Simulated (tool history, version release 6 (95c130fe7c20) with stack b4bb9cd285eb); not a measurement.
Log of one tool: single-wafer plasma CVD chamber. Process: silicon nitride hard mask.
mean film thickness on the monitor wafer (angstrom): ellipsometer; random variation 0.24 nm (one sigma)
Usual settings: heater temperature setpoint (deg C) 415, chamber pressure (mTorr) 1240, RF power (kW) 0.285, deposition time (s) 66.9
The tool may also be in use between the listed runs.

run	hour	heater temperature setpoint (deg C)	chamber pressure (mTorr)	RF power (kW)	deposition time (s)	wafers since the last listed run	hours since the last thermocouple change	hours since the last RF generator calibration	hours since the last manometer calibration	hours since the showerhead was replaced	hours since the gauge calibration	read-back reference wafer on the same gauge, thickness_nm	mean film thickness on the monitor wafer (angstrom)
1	0	415	1240	0.315	66.9	0	2500.2	832.5	2499.2	5378.1	301.7	64.608	743.97
# hour 9: showerhead replaced
2	9.5	415	1240	0.315	66.9	27	2509.7	842	2508.7	0.5	311.2	64.611	748.37
# hour 18.2: thermocouple changed; heater temperature recalibrated
3	18.7	415	1240	0.285	66.9	22	0.5	851.2	2517.9	9.7	320.4	64.621	685.66
4	24.6	415	1240	0.285	66.9	110	6.4	857.1	2523.8	15.6	326.3	64.601	686.13
5	41.3	415	1240	0.285	66.9	311	23.1	873.8	2540.5	32.3	343	64.598	680.78
6	67.8	415	1240	0.285	66.9	494	49.6	900.3	2567	58.8	369.5	64.61	682.04
7	74	415	1240	0.285	66.9	115	55.8	906.5	2573.2	65	375.7	64.605	684.53
8	89.2	424	1240	0.285	62.6	283	71	921.7	2588.4	80.2	390.9	64.578	636.52
9	97.1	415	1360	0.285	66.9	147	78.9	929.6	2596.3	88.1	398.8	64.597	694.46
10	110.9	415	1240	0.285	66.9	257	92.7	943.4	2610.1	101.9	412.6	64.562	681.84
11	126	415	1240	0.285	66.9	281	107.8	958.5	2625.2	117	427.7	64.634	683.42
12	138.7	415	1240	0.285	61.1	236	120.5	971.2	2637.9	129.7	440.4	64.585	620.67
# hour 150.6: RF generator calibrated
13	151.1	415	1240	0.285	66.9	82	132.9	0.5	2650.3	142.1	452.8	64.596	723.4
14	157.3	415	1240	0.285	58.6	115	139.1	6.7	2656.5	148.3	459	64.597	629.21
15	167.7	419	1240	0.285	54.5	194	149.5	17.1	2666.9	158.7	469.4	64.591	590.87
16	200.6	427	1240	0.285	66.9	613	182.4	50	2699.8	191.6	502.3	64.618	716.3
# hour 217.2: gauge calibrated
17	217.9	427	1240	0.285	66.9	322	199.7	67.3	2717.1	208.9	0.7	64.609	714.74
18	231.7	415	1070	0.3	75.7	257	213.5	81.1	2730.9	222.7	14.5	64.61	815.35
19	246.5	407	1080	0.285	66.9	276	228.3	95.9	2745.7	237.5	29.3	64.588	694.78
# hour 259.8: capacitance manometer re-zeroed and calibrated
20	288.8	427	1240	0.285	74.9	639	270.6	138.2	29	279.8	71.6	64.549	799.19
21	300.6	415	1240	0.27	74.6	220	282.4	150	40.8	291.6	83.4	64.612	766.66
22	314	415	1090	0.285	74.7	250	295.8	163.4	54.2	305	96.8	64.598	773.32
23	325.7	403	1240	0.285	66.9	218	307.5	175.1	65.9	316.7	108.5	64.587	721.79
24	338.7	425	1490	0.235	61.3	242	320.5	188.1	78.9	329.7	121.5	64.585	569.68
25	348.3	415	1240	0.285	66.9	179	330.1	197.7	88.5	339.3	131.1	64.596	712.32
26	365	429	1240	0.285	66.9	311	346.8	214.4	105.2	356	147.8	64.623	712.65
27	376.6	415	1240	0.285	77.7	216	358.4	226	116.8	367.6	159.4	64.592	830.78
28	392.5	423	1110	0.285	66.9	296	374.3	241.9	132.7	383.5	175.3	64.607	694.84
29	399.6	410	1240	0.34	66.9	132	381.4	249	139.8	390.6	182.4	64.577	830.25

Forecast each of these 4 alternatives for the next run:
A	400	415	1240	0.285	66.9	7	381.8	249.4	140.2	391	182.8	?	?
B	400	419	1340	0.32	57.3	7	381.8	249.4	140.2	391	182.8	?	?
C	400	411	1240	0.285	66.9	7	381.8	249.4	140.2	391	182.8	?	?
D	400	415	1040	0.335	66.9	7	381.8	249.4	140.2	391	182.8	?	?

run	read-back reference wafer on the same gauge, thickness_nm	mean film thickness on the monitor wafer (angstrom)
A	64.629	711.31
B	64.629	682.29
C	64.629	712.72
D	64.629	778.81
Without the tool's hidden state the same runs would have given:
run	mean film thickness on the monitor wafer (angstrom)
A	720.33
B	690.69
C	721.76
D	787.96
